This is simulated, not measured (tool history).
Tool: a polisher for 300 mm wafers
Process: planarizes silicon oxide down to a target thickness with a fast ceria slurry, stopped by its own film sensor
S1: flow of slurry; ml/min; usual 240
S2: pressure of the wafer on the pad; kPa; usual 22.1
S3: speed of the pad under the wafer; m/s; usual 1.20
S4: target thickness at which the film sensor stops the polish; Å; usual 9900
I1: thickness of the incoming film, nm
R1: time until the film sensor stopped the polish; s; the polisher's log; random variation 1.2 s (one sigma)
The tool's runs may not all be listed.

run     day   S1    S2    S3     S4      I1    R1
  1   0.000  240  22.1  1.20   9900  2413.1  71.4
  2   1.442  240  22.1  1.20   9900  2384.3  72.7
  3   2.642  240  22.1  1.20   9900  2353.2  71.8
      4.071  -- worn pad replaced by a new one
  4   4.121  240  15.9  1.20   9900  2403.9  83.2
  5   5.267  240  15.9  1.20   9900  2436.0  94.0
  6   5.912  240  15.9  1.20   9900  2407.7  94.2
      7.558  -- worn pad replaced by a new one
  7   9.800  240  22.1  1.20   9900  2372.4  72.7
     10.579  -- head pressure recalibrated
  8  11.054  270  24.1  1.20  11150  2402.3  60.7
     11.979  -- worn pad replaced by a new one
  9  12.162  240  15.9  1.20   9900  2426.2  87.4
 10  13.271  240  22.1  1.46   9900  2399.0  60.0
     14.025  -- slurry nozzle cleaned
 11  14.179  240  25.5  1.20   9900  2355.7  62.7
 12  15.162  240  22.1  1.20   9900  2372.1  72.0
 13  16.000  240  18.6  1.20   9900  2422.3  88.7
     16.229  -- worn pad replaced by a new one
 14  18.638  240  27.6  0.90   9900  2408.2  81.2
 15  19.888  240  22.1  1.20   9900  2424.8  76.0

5 ways to go on from here, each from the tool as it stands after run 15. What would each give?
  A  19.904  240  22.1  1.20  12150  2443.3   ?
  B  19.904  240  22.1  1.56   9900  2443.3   ?
  C  19.904  240  22.1  0.80  14570  2443.3   ?
  D  19.904  285  19.3  1.54   5230  2443.3   ?
  E  19.904  240  22.1  1.20   5180  2443.3   ?

run     R1
  A   63.9
  B   58.2
  C   77.0
  D   85.4
  E  100.2
Without the tool's hidden state the same runs would have given:
run    R1
  A  56.0
  B  51.0
  C  67.5
  D  74.9
  E  87.9

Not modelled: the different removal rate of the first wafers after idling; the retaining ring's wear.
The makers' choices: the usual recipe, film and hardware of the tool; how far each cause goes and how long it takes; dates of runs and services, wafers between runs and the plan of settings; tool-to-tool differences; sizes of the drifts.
